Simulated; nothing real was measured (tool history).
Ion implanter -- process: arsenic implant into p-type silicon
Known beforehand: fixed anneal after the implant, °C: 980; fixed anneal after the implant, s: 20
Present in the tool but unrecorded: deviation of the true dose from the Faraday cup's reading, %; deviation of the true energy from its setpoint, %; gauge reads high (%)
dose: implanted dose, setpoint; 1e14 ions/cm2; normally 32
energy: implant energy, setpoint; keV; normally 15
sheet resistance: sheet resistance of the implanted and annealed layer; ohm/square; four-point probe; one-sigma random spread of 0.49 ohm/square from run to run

run     day   dose  energy  wafers since the last listed run  hours since the last dose calibration  hours since the extraction supply was calibrated  hours since the gauge calibration  read-back reference wafer on the same gauge, sheet resistance  sheet resistance
  1       0     32      15                                 0                                  440.3                                            5653.3                              126.6                                                         137.25             132.6
  2     4.2     32      15                              2374                                  541.1                                            5754.1                              227.4                                                          137.7             132.3
  3   6.108     32      15                              1079                                  586.9                                            5799.9                              273.2                                                            138            132.84
  4   8.783     32      15                              1512                                  651.1                                            5864.1                              337.4                                                         138.32            133.23
  5  13.092     32      15                              2436                                  754.5                                            5967.5                              440.8                                                         139.01            133.76
  6  17.217     32      15                              2332                                  853.5                                            6066.5                              539.8                                                         139.48               135
  7  21.712     32      15                              2542                                  961.4                                            6174.4                              647.7                                                         140.11            135.09
  8   24.85     32      13                              1774                                 1036.7                                            6249.7                                723                                                         140.31            140.89
  9  26.492     32      13                               928                                 1076.1                                            6289.1                              762.4                                                         140.66            142.06
 10      28     32      15                               852                                 1112.3                                            6325.3                              798.6                                                         140.76            136.57
     28.483  -- gauge calibrated
 11    31.9     32      15                              2205                                 1205.9                                            6418.9                                 82                                                         136.03            131.66
     35.429  -- extraction supply calibrated
 12  36.208  35.98      17                              2247                                 1309.3                                              18.7                              185.4                                                         136.68            124.75
 13  38.625  35.56      15                              1366                                 1367.3                                              76.7                              243.4                                                          137.1            130.44
 14  40.275     32      15                               933                                 1406.9                                             116.3                                283                                                         137.19            132.71
 15  44.433  26.92      15                              2351                                 1506.7                                             216.1                              382.8                                                         137.69            135.39
     44.967  -- Faraday cup replaced and dose calibrated
 16  48.217  25.62      10                              1950                                     78                                             306.9                              473.6                                                         138.18            152.59
 17  51.108  23.02    18.5                              1635                                  147.4                                             376.3                                543                                                         138.61            127.73
 18  55.571     32    18.5                              2523                                  254.5                                             483.4                              650.1                                                         139.26            125.18
     58.133  -- gauge calibrated
 19  59.533  26.99      20                              2240                                  349.6                                             578.5                               33.6                                                         136.98            120.64

Branching from run 19: 3 alternative next runs. What would each branch give?
  A  59.55     32    10.5                                 9                                    350                                             578.9                                 34                                                              ?                 ?
  B  59.55  36.59    13.5                                 9                                    350                                             578.9                                 34                                                              ?                 ?
  C  59.55     32    17.5                                 9                                    350                                             578.9                                 34                                                              ?                 ?

run  read-back reference wafer on the same gauge, sheet resistance  sheet resistance
  A                                                         136.84            145.31
  B                                                         136.84            134.16
  C                                                         136.84            125.18
What these runs would have given with no unlogged condition in the tool:
run  sheet resistance
  A            144.38
  B             133.3
  C            124.38
